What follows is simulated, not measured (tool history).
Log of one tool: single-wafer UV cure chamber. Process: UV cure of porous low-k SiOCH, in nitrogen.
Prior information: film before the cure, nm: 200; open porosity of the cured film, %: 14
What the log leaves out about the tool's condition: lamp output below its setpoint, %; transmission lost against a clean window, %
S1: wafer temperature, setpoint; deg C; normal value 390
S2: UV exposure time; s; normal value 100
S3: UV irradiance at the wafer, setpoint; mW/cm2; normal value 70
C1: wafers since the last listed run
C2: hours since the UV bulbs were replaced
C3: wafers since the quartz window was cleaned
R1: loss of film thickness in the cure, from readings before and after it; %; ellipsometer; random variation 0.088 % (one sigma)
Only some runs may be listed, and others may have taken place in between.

run     day   S1   S2  S3   C1      C2    C3     R1
  1       0  390  100  70    0  1429.8    38  5.901
  2   1.512  390  100  70  127  1466.1   166  5.839
  3    5.75  390  100  70  357  1567.8   523  5.704
  4  15.125  390  115  70  791  1792.8  1315  6.014
  5  17.608  390   55  70  209  1852.4  1524  3.703
  6  20.038  396   65  70  205  1910.7  1729  4.142
  7  23.779  396   65  70  315  2000.5  2045   4.06
  8  26.658  390  100  70  243  2069.6  2288    5.4
     30.546  -- quartz window cleaned
  9  30.721  390   45  83  314  2167.1    14  3.942
 10  32.908  380  150  58  184  2219.6   199   6.36
 11  36.833  390  100  70  331  2313.8   530  5.632
     37.846  -- UV bulbs replaced
 12  40.679  385   50  48  296      68   827  2.553
 13  44.108  380   85  89  289   150.3  1116  5.749
 14  47.054  376   55  40  248     221  1365  2.271
 15  51.375  397   80  70  364   324.7  1729  4.935

Branching from run 15: 4 alternative next runs. What would each branch give?
  A  51.396  390  125  70   1  325.2  1731   ?
  B  51.396  404  100  70   1  325.2  1731   ?
  C  51.396  372  100  43   1  325.2  1731   ?
  D  51.396  401   55  40   1  325.2  1731   ?

run     R1
  A  6.322
  B  5.731
  C  3.801
  D  2.459
Without the tool's hidden state the same runs would have given:
run     R1
  A  6.718
  B  6.113
  C  4.115
  D  2.693
